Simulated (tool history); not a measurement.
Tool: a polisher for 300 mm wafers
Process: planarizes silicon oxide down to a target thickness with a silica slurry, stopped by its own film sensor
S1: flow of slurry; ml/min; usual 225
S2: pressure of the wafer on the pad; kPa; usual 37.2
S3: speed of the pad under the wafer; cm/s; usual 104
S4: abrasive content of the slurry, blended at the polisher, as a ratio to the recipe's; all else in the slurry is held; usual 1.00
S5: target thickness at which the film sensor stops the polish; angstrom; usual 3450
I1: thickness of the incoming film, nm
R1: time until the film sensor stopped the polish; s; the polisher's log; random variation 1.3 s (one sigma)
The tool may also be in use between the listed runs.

| run | day | S1 | S2 | S3 | S4 | S5 | I1 | R1 |
|---|---|---|---|---|---|---|---|---|
| 1 | 0.000 | 225 | 37.2 | 104 | 1.00 | 3450 | 648.4 | 80.5 |
| 2 | 0.267 | 225 | 33.1 | 104 | 1.00 | 2870 | 644.5 | 108.2 |
|  | 0.792 | worn pad replaced by a new one |
| 3 | 0.946 | 225 | 37.2 | 104 | 1.00 | 3450 | 653.9 | 75.8 |
| 4 | 1.346 | 225 | 37.2 | 104 | 1.00 | 3450 | 653.5 | 79.8 |
| 5 | 1.908 | 225 | 37.2 | 104 | 1.00 | 3450 | 656.1 | 81.6 |
|  | 2.000 | conditioning disc replaced and pad reconditioned |
| 6 | 2.354 | 225 | 37.2 | 104 | 1.00 | 3450 | 636.4 | 78.8 |
| 7 | 2.788 | 225 | 37.2 | 104 | 1.00 | 3450 | 645.8 | 80.1 |
|  | 3.004 | head pressure recalibrated |
|  | 3.233 | worn pad replaced by a new one |
| 8 | 3.504 | 285 | 46.2 | 90 | 1.00 | 4220 | 638.6 | 47.8 |
| 9 | 3.775 | 225 | 37.2 | 104 | 1.00 | 3450 | 650.6 | 76.9 |
|  | 4.429 | slurry nozzle cleaned |
| 10 | 4.471 | 185 | 44.8 | 140 | 1.00 | 4090 | 648.5 | 43.6 |
|  | 4.758 | slurry blender recalibrated |
| 11 | 5.125 | 225 | 44.8 | 74 | 0.90 | 4110 | 644.2 | 64.9 |
| 12 | 5.754 | 225 | 37.2 | 104 | 1.00 | 3450 | 649.8 | 85.0 |
|  | 6.108 | worn pad replaced by a new one |
| 13 | 6.133 | 250 | 42.1 | 136 | 1.00 | 3100 | 646.7 | 65.3 |
| 14 | 6.396 | 225 | 37.2 | 104 | 1.00 | 3990 | 653.3 | 64.8 |

Hidden state or all else? Some run-to-run changes of R1, split into what the settings, what came in and random variation would give without the hidden state, and what is left for the hidden state (with any gauge scatter that isn't in both results):
The hidden state here: removal rate lost through wear of the pad, %; slurry flow missing at the pad, %; deviation of the head's pressure from its setpoint, %; abrasive missing from the slurry, %; time polished since the conditioner stopped cutting, s.
Run 9 -> 10: S1 225 -> 185, S2 37.2 -> 44.8, S3 104 -> 140, S5 3450 -> 4090, slurry nozzle cleaned. R1 -33.3 s: hidden state +0.2, all else -33.5.
Run 12 -> 13: S1 225 -> 250, S2 37.2 -> 42.1, S3 104 -> 136, S5 3450 -> 3100, worn pad replaced by a new one. R1 -19.7 s: hidden state -7.7, all else -12.0.

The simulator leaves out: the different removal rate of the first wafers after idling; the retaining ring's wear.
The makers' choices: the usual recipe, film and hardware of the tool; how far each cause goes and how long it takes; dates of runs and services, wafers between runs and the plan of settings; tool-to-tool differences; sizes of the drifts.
